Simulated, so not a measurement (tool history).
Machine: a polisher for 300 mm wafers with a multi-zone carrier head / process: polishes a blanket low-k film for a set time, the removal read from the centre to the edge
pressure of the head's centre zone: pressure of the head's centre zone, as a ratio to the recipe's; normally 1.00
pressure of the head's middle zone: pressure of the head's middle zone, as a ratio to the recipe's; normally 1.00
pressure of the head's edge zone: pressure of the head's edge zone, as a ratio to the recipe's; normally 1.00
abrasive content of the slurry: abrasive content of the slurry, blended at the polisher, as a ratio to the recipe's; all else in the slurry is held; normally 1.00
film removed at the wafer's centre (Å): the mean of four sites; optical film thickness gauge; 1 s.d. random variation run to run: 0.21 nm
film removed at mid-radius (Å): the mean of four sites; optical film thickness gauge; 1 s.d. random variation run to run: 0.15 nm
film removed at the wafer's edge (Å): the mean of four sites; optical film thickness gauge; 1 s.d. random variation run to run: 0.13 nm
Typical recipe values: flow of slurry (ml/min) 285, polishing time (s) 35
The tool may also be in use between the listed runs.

run	hour	flow of slurry (ml/min)	pressure of the head's centre zone	pressure of the head's middle zone	pressure of the head's edge zone	abrasive content of the slurry	polishing time (s)	incoming thickness of the incoming film, nm	film removed at the wafer's centre (Å)	film removed at mid-radius (Å)	film removed at the wafer's edge (Å)
1	0.0	235	1.00	1.00	1.00	1.00	35	527.6	132	136	132
# hour 31.1: carrier head's membrane replaced by a new one
2	67.2	285	1.00	1.00	1.00	0.85	35	528.8	121	122	122
3	167.6	285	1.00	1.00	1.00	0.85	35	531.7	116	119	118
4	258.9	230	1.00	1.00	1.00	1.00	35	524.3	126	128	127
5	296.4	210	1.00	1.00	0.96	1.00	35	529.5	123	128	123
# hour 317.5: worn pad replaced by a new one
# hour 343.5: edge zone pressure recalibrated
6	386.0	285	1.00	1.00	1.00	1.00	35	522.8	138	141	141
# hour 425.7: slurry nozzle cleaned
7	432.4	285	1.00	1.00	0.91	1.00	40	530.2	154	157	151
8	526.1	285	1.00	1.00	1.00	1.00	35	534.6	129	132	132
9	565.7	340	1.00	1.04	0.92	1.00	35	538.2	133	140	126
10	612.7	285	1.00	1.08	1.00	1.00	35	532.0	129	142	132
# hour 681.9: centre zone pressure recalibrated
11	683.4	285	1.00	1.00	1.00	1.00	30	531.3	110	113	110
# hour 765.1: edge zone pressure recalibrated
12	776.5	285	1.00	1.00	1.00	1.00	35	526.3	129	128	128
# hour 816.0: worn pad replaced by a new one
13	816.5	285	1.12	1.08	1.00	1.20	35	526.2	182	172	161
14	920.5	285	0.89	1.00	1.00	1.00	35	530.8	122	140	138

Run 15 comes next. What will it give?
# hour 958.0: slurry nozzle cleaned
15	978.7	285	0.89	1.00	1.00	1.00	35	535.5	?	?	?

{"run 15": {"film removed at the wafer's centre (Å)": 119, "film removed at mid-radius (Å)": 136, "film removed at the wafer's edge (Å)": 135}}
Had the tool carried no hidden state, the very same run would have given film removed at the wafer's centre (Å) 131, film removed at mid-radius (Å) 149, film removed at the wafer's edge (Å) 148.
